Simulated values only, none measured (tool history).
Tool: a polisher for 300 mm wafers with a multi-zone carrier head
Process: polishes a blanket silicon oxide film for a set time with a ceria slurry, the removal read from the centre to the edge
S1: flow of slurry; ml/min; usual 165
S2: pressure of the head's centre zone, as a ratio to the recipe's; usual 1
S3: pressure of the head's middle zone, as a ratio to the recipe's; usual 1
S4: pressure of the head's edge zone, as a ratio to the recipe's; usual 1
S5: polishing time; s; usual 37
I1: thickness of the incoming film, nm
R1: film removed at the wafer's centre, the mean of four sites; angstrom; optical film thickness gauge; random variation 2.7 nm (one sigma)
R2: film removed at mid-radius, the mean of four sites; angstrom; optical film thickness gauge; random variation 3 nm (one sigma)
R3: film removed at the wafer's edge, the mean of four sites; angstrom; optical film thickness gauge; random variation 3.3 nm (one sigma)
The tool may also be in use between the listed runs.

Run 1, hour 0: usual settings but S4 0.96; I1 1291.4. Result: R1 2530 angstrom, R2 2709 angstrom, R3 2600 angstrom.
Run 2, hour 54.2: usual settings; I1 1286. Result: R1 2485 angstrom, R2 2622 angstrom, R3 2639 angstrom.
Run 3, hour 80.8: usual settings; I1 1279. Result: R1 2442 angstrom, R2 2598 angstrom, R3 2599 angstrom.
Run 4, hour 113.9: usual settings; I1 1297.6. Result: R1 2414 angstrom, R2 2642 angstrom, R3 2601 angstrom.
At hour 120.4: edge zone pressure recalibrated.
Run 5, hour 169.4: usual settings; I1 1266.5. Result: R1 2420 angstrom, R2 2562 angstrom, R3 2573 angstrom.
Run 6, hour 224.7: usual settings but S5 33 s; I1 1279.7. Result: R1 2111 angstrom, R2 2298 angstrom, R3 2274 angstrom.
Run 7, hour 253.4: usual settings but S5 33 s; I1 1296.1. Result: R1 2124 angstrom, R2 2335 angstrom, R3 2276 angstrom.
At hour 264: carrier head's membrane replaced by a new one.
Run 8, hour 299: usual settings but S5 33 s; I1 1283. Result: R1 2078 angstrom, R2 2291 angstrom, R3 2307 angstrom.
At hour 311.3: worn pad replaced by a new one.
At hour 343.2: centre zone pressure recalibrated.
Run 9, hour 345: usual settings but S1 185 ml/min, S3 0.91; I1 1269.2. Result: R1 2552 angstrom, R2 2464 angstrom, R3 2604 angstrom.
Run 10, hour 389.2: usual settings but S5 33 s; I1 1261.5. Result: R1 2236 angstrom, R2 2337 angstrom, R3 2267 angstrom.
Run 11, hour 441.1: usual settings but S1 115 ml/min, S3 0.88, S4 0.91, S5 48 s; I1 1274.7. Result: R1 2736 angstrom, R2 2644 angstrom, R3 2896 angstrom.
Run 12, hour 476.2: usual settings; I1 1279.7. Result: R1 2383 angstrom, R2 2566 angstrom, R3 2614 angstrom.
Run 13, hour 525.5: usual settings but S3 0.9, S5 42 s; I1 1277.8. Result: R1 2752 angstrom, R2 2640 angstrom, R3 2932 angstrom.
Run 14, hour 576.8: usual settings but S2 0.94, S4 0.93, S5 49 s; I1 1277.9. Result: R1 3066 angstrom, R2 3358 angstrom, R3 3325 angstrom.
At hour 596.6: worn pad replaced by a new one.
Run 15, hour 643.9: usual settings but S1 135 ml/min, S2 0.92, S4 0.96; I1 1275.7. Result: R1 2078 angstrom, R2 2439 angstrom, R3 2439 angstrom.
At hour 661.7: slurry nozzle cleaned.
Run 16, hour 668.3: usual settings; I1 1266.9. Result: R1 2591 angstrom, R2 2784 angstrom, R3 2654 angstrom.

Forecast run 17:
At hour 759.8: edge zone pressure recalibrated.
Run 17, hour 802.7: usual settings but S5 49 s; I1 1277.1. Result: R1 ?, R2 ?, R3 ?.

{"run 17": {"R1": 3282, "R2": 3535, "R3": 3488}}
With the hidden condition absent and the run-to-run variation left alone, this run would have shown R1 3561 angstrom, R2 3649 angstrom, R3 3570 angstrom.

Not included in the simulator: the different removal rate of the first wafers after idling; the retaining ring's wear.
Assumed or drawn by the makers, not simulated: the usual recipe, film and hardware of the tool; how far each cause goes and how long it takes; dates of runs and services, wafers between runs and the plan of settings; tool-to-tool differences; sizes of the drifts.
